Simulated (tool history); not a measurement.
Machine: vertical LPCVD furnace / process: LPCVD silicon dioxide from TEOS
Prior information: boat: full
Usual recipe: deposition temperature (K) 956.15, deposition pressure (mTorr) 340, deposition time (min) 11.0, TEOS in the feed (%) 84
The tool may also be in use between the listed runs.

run   hour  deposition temperature (K)  deposition pressure (mTorr)  deposition time (min)  TEOS in the feed (%)  read-back reference wafer on the same gauge, thickness  film thickness on the monitor wafer in the middle of the boat (angstrom)
  1    0.0                      956.15                          340                   11.0                    84                                                   60.35                                                                     749.5
  2   62.9                      956.15                          340                   11.0                    84                                                   60.51                                                                     745.8
  3  185.4                      956.15                          340                   11.0                    84                                                   60.41                                                                     755.1
  4  215.8                      956.15                          340                   11.0                    80                                                   60.46                                                                     735.6
  5  258.9                      956.15                          340                   11.0                    80                                                   60.46                                                                     734.2
  6  313.4                      956.15                          340                   11.0                    80                                                   60.38                                                                     740.8
     363.3  -- TEOS flow controller replaced
  7  364.7                      956.15                          320                   11.0                    84                                                   60.42                                                                     734.0
  8  420.1                      956.15                          320                   11.0                    84                                                   60.45                                                                     737.2
  9  447.7                      956.15                          320                   11.0                    84                                                   60.42                                                                     737.9
 10  502.0                      956.15                          340                   11.0                    84                                                   60.38                                                                     760.2
 11  528.7                      963.15                          340                   13.0                    88                                                   60.43                                                                    1094.4
     569.3  -- gauge calibrated
 12  575.8                      956.15                          340                   11.0                    84                                                   60.37                                                                     763.3
 13  609.4                      956.15                          270                    9.0                    84                                                   60.41                                                                     555.8
     639.8  -- thermocouples replaced and temperature profile calibrated
     643.5  -- pressure gauge zeroed
 14  680.2                      951.15                          340                   14.5                    84                                                   60.35                                                                     964.2
 15  732.1                      949.15                          380                   14.0                    77                                                   60.46                                                                     892.8
     778.2  -- thermocouples replaced and temperature profile calibrated, repeated, since the last time left the tool worse
 16  778.7                      956.15                          390                   11.0                    84                                                   60.41                                                                     773.5
 17  806.3                      956.15                          340                   11.0                    80                                                   60.36                                                                     708.2
 18  874.2                      964.15                          285                   11.0                    68                                                   60.43                                                                     719.8
 19  923.0                      956.15                          340                   11.0                    84                                                   60.32                                                                     724.5
 20  967.2                      956.15                          340                   11.0                    84                                                   60.31                                                                     727.3

Below are 5 alternative next runs, each starting from the tool's condition after run 20. Predict each:
  A  972.0                      956.15                          340                   11.0                    84                                                       ?                                                                         ?
  B  972.0                      956.15                          420                   11.0                    84                                                       ?                                                                         ?
  C  972.0                      947.15                          390                   10.0                    75                                                       ?                                                                         ?
  D  972.0                      950.15                          340                    7.5                    92                                                       ?                                                                         ?
  E  972.0                      965.15                          275                   11.0                    84                                                       ?                                                                         ?

run  read-back reference wafer on the same gauge, thickness  film thickness on the monitor wafer in the middle of the boat (angstrom)
  A                                                   60.38                                                                     724.3
  B                                                   60.38                                                                     805.0
  C                                                   60.38                                                                     535.3
  D                                                   60.38                                                                     446.8
  E                                                   60.38                                                                     807.5
Had the tool no hidden state, the same runs would have come out as:
run  film thickness on the monitor wafer in the middle of the boat (angstrom)
  A                                                                     723.1
  B                                                                     803.7
  C                                                                     534.4
  D                                                                     446.1
  E                                                                     806.2

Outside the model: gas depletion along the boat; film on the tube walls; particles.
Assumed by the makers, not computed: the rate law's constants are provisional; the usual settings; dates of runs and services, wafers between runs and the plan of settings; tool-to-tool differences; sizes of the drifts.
